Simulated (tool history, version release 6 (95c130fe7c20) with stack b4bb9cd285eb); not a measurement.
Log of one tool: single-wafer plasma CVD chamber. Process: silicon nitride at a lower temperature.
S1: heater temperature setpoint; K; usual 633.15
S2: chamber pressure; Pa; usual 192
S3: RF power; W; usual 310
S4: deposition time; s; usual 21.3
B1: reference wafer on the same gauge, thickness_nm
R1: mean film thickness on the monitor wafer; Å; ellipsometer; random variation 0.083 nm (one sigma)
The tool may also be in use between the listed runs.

Run 1, hour 0: usual settings; B1 23.369. Result: R1 264.75 Å.
Run 2, hour 32.2: usual settings; B1 23.376. Result: R1 266.03 Å.
Run 3, hour 53.1: usual settings; B1 23.415. Result: R1 264.64 Å.
Run 4, hour 75.5: usual settings; B1 23.44. Result: R1 265.64 Å.
Run 5, hour 101.6: usual settings; B1 23.446. Result: R1 266.64 Å.
Run 6, hour 140.8: usual settings but S3 330 W; B1 23.517. Result: R1 282.71 Å.
Run 7, hour 170.6: usual settings but S3 330 W; B1 23.583. Result: R1 283.18 Å.
Run 8, hour 203.8: usual settings; B1 23.611. Result: R1 267.93 Å.
Run 9, hour 235.9: usual settings; B1 23.666. Result: R1 267.81 Å.
At hour 250.2: gauge calibrated.
Run 10, hour 270.7: usual settings; B1 23.171. Result: R1 263.02 Å.
At hour 286.7: thermocouple changed; heater temperature recalibrated.
Run 11, hour 291.2: usual settings; B1 23.191. Result: R1 264.7 Å.
Run 12, hour 308.3: usual settings but S4 22.5 s; B1 23.183. Result: R1 277.68 Å.
At hour 341.9: capacitance manometer re-zeroed and calibrated.
Run 13, hour 342.8: usual settings; B1 23.19. Result: R1 263.99 Å.
At hour 357.5: showerhead replaced.
Run 14, hour 366.4: usual settings; B1 23.241. Result: R1 263.03 Å.
Run 15, hour 389.4: usual settings but S1 621.15 K, S2 209 Pa, S3 340 W, S4 24.3 s; B1 23.256. Result: R1 334.11 Å.
Run 16, hour 409.2: usual settings but S4 17.1 s; B1 23.217. Result: R1 211.11 Å.
At hour 431.3: RF generator calibrated.
Run 17, hour 431.8: usual settings but S1 640.15 K, S4 23.5 s; B1 23.248. Result: R1 288.78 Å.
Run 18, hour 458: usual settings; B1 23.251. Result: R1 264.44 Å.
Run 19, hour 481: usual settings; B1 23.251. Result: R1 264.24 Å.
Run 20, hour 510.4: usual settings but S1 625.15 K, S4 25.3 s; B1 23.288. Result: R1 314.61 Å.
Run 21, hour 541.9: usual settings but S1 622.15 K, S3 325 W, S4 22.5 s; B1 23.309. Result: R1 293.28 Å.
Run 22, hour 568.9: usual settings but S1 625.15 K, S4 25.3 s; B1 23.341. Result: R1 315.91 Å.
Run 23, hour 601.2: usual settings; B1 23.349. Result: R1 265.04 Å.
Run 24, hour 631: usual settings but S2 211 Pa, S3 355 W; B1 23.387. Result: R1 304.56 Å.
Run 25, hour 651.5: usual settings but S1 637.15 K, S3 255 W; B1 23.413. Result: R1 215.49 Å.
Run 26, hour 675.1: usual settings but S1 618.15 K, S2 233 Pa, S3 260 W; B1 23.443. Result: R1 230.1 Å.
Run 27, hour 692.7: usual settings; B1 23.474. Result: R1 265.75 Å.
Run 28, hour 707.8: usual settings but S1 629.15 K, S2 227 Pa, S3 370 W, S4 18.9 s; B1 23.478. Result: R1 287.03 Å.
Run 29, hour 733.8: usual settings but S1 644.15 K, S2 235 Pa; B1 23.521. Result: R1 276.68 Å.

4 ways to go on from here, each from the tool as it stands after run 29. What would each give?
Run A, hour 734.2: usual settings; B1 ?. Result: R1 ?.
Run B, hour 734.2: usual settings but S2 220 Pa, S3 335 W, S4 24.2 s; B1 ?. Result: R1 ?.
Run C, hour 734.2: usual settings but S2 215 Pa; B1 ?. Result: R1 ?.
Run D, hour 734.2: usual settings but S3 285 W, S4 24 s; B1 ?. Result: R1 ?.

run     B1      R1
  A  23.52   267.5
  B  23.52  334.85
  C  23.52  272.91
  D  23.52  276.79
Without the tool's hidden state the same runs would have given:
run      R1
  A  263.98
  B  330.44
  C  269.32
  D  273.15

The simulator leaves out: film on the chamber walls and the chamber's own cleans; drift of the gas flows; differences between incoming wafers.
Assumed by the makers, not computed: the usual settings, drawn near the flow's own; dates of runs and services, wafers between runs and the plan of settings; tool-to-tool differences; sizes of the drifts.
